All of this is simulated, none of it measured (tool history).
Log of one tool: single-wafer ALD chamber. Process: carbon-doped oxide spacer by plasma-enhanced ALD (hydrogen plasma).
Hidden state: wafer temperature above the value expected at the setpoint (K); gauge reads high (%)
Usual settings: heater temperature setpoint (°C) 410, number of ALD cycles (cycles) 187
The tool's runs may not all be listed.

run   hour  heater temperature setpoint (°C)  number of ALD cycles (cycles)  wafers since the last listed run  hours since the last thermocouple change  hours since the gauge calibration  read-back reference wafer on the same gauge, thickness_nm  mean film thickness on the monitor wafer (nm)
  1      0                               410                            187                                 0                                     539.4                              640.7                                                      9.066                                          8.649
  2   61.2                               410                            187                                91                                     600.6                              701.9                                                      9.073                                          8.618
  3  125.5                               410                            187                                96                                     664.9                              766.2                                                      9.067                                          8.617
  4  157.2                               410                            187                                47                                     696.6                              797.9                                                      9.069                                          8.639
  5    191                               410                            187                                50                                     730.4                              831.7                                                      9.071                                          8.675
  6  215.8                               410                            202                                37                                     755.2                              856.5                                                      9.069                                          9.273
  7  264.2                               410                            202                                72                                     803.6                              904.9                                                      9.071                                          9.284
  8  301.9                               410                            202                                56                                     841.3                              942.6                                                      9.066                                          9.275
  9  330.5                               422                            187                                42                                     869.9                              971.2                                                      9.072                                          8.314
 10  390.8                               422                            187                                90                                     930.2                             1031.5                                                      9.073                                          8.279
 11  415.2                               422                            187                                36                                     954.6                             1055.9                                                      9.068                                           8.31
 12  447.7                               410                            208                                48                                     987.1                             1088.4                                                      9.065                                          9.515
 13  489.4                               396                            187                                62                                    1028.8                             1130.1                                                      9.072                                          8.909
 14  531.4                               405                            178                                62                                    1070.8                             1172.1                                                      9.068                                          8.266
     533.2  -- gauge calibrated
 15  569.9                               410                            187                                57                                    1109.3                               36.7                                                      9.071                                          8.528
 16  617.7                               410                            187                                71                                    1157.1                               84.5                                                      9.071                                          8.572
 17  672.7                               400                            204                                82                                    1212.1                              139.5                                                      9.069                                          9.549

Forecast run 18:
 18  716.6                               410                            187                                65                                      1256                              183.4                                                          ?                                              ?

read-back reference wafer on the same gauge, thickness_nm: 9.074
mean film thickness on the monitor wafer (nm): 8.54
Without the tool's hidden state the same run would have given mean film thickness on the monitor wafer (nm) 8.696.
